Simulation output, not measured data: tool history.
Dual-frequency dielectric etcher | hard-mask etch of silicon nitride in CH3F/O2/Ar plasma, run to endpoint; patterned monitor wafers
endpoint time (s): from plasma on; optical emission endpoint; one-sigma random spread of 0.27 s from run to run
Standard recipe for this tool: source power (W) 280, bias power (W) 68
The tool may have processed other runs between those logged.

run     day  source power (W)  bias power (W)  incoming incoming film thickness, nm  endpoint time (s)
  1       0               230              55                                  54.3              103.7
  2   0.854               230              55                                  54.5              103.4
  3   1.458               230              55                                  54.6              103.5
  4   1.821               330              68                                  54.6               84.5
  5   2.192               330              68                                    55               84.7
  6   2.833               280              68                                  54.8               89.2
  7   3.092               280              68                                  54.6               88.3
  8   3.817               280              68                                    54               88.5
  9   4.533               280              62                                  54.8               92.6
 10   5.221               280              62                                  54.3               91.9
 11   5.838               320              68                                  54.8               84.9
 12   6.146               320              68                                  54.1               83.9
      7.033  -- source power generator calibrated
 13   7.054               280              68                                  54.7               88.6
 14   7.575               280              68                                    54               87.7
 15   7.992               350              64                                    54                 83
 16   8.642               280              68                                  54.2               87.4
     10.092  -- wet clean of the chamber
     10.308  -- upper electrode replaced
     10.492  -- bias power generator calibrated
 17  10.512               220              82                                  54.3               89.7
 18  10.525               280              68                                  54.7               89.9
 19  10.538               280              68                                    55               90.6
 20  10.779               240              75                                  54.7               91.2
 21  11.396               240              55                                  54.6              102.6
 22  11.921               280              68                                  54.6               89.6
 23  12.658               310              62                                  54.3                 89
 24  13.388               230              55                                  54.4              103.1
 25  14.004               260              74                                  54.5               88.3
 26   14.65               260              57                                  54.2               97.2
 27  15.767               350              51                                  54.2                 92
 28  16.425               340              68                                  54.7               83.9
 29  16.996               240              53                                  54.5              103.1

What if the next run were any one of these 4? Each begins from the tool's condition after run 29:
  A  17.012               280              68                                  54.3                  ?
  B  17.012               280              73                                  54.3                  ?
  C  17.012               210              59                                  54.3                  ?
  D  17.012               340              76                                  54.3                  ?

run  endpoint time (s)
  A               88.6
  B               86.1
  C              103.2
  D               79.3
With the hidden condition removed and each run's random variation left untouched, the same runs would have given:
run  endpoint time (s)
  A               89.5
  B                 87
  C              104.3
  D               80.2
